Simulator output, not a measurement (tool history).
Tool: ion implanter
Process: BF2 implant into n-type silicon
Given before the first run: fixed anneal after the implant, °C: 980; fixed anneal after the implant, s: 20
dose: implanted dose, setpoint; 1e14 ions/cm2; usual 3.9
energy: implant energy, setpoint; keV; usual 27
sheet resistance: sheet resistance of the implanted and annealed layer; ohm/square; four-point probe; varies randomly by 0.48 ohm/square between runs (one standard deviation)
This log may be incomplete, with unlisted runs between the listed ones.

run,hour,dose,energy,"read-back reference wafer on the same gauge, sheet resistance",sheet resistance
1,0,4.5,27,287.97,286.44
2,52.1,3.54,23,287.82,352.03
3,130.6,3.54,23,287.73,352.83
4,400.7,3.54,23,288.02,351.18
5,442,4.84,27,287.88,270.66
6,537.5,3.9,21.5,287.99,327.61
# hour 563.7: Faraday cup replaced and dose calibrated
7,607.5,3.9,21.5,287.86,331.36
8,696.6,3.9,21.5,287.95,332.68
9,773.9,3.9,27,288.23,319.37
10,844.5,4.21,33.5,288.11,291.14
# hour 860.1: gauge calibrated
11,928.4,3.9,31.5,287.94,312.08
12,1000.5,4.2,24.5,288.12,305.92
# hour 1013.9: extraction supply calibrated
13,1106.3,3.59,27,287.98,339.08
# hour 1135.9: Faraday cup replaced and dose calibrated
14,1300.2,4.75,34.5,288.07,262.77
15,1373.3,3.9,27,288.04,320.37
16,1473.5,3.9,32.5,288.16,311.04

Here are 5 independent what-if runs from the current tool condition. What would each one return?
A,1473.9,3.9,27,?,?
B,1473.9,4.9,27,?,?
C,1473.9,3.9,17.5,?,?
D,1473.9,4.69,20.5,?,?
E,1473.9,3.9,30,?,?

run,"read-back reference wafer on the same gauge, sheet resistance",sheet resistance
A,287.97,318.91
B,287.97,269.36
C,287.97,345.57
D,287.97,297.43
E,287.97,314.42
With no hidden state in the tool, these same runs would have given:
run,sheet resistance
A,320.37
B,270.43
C,346.81
D,298.44
E,315.94
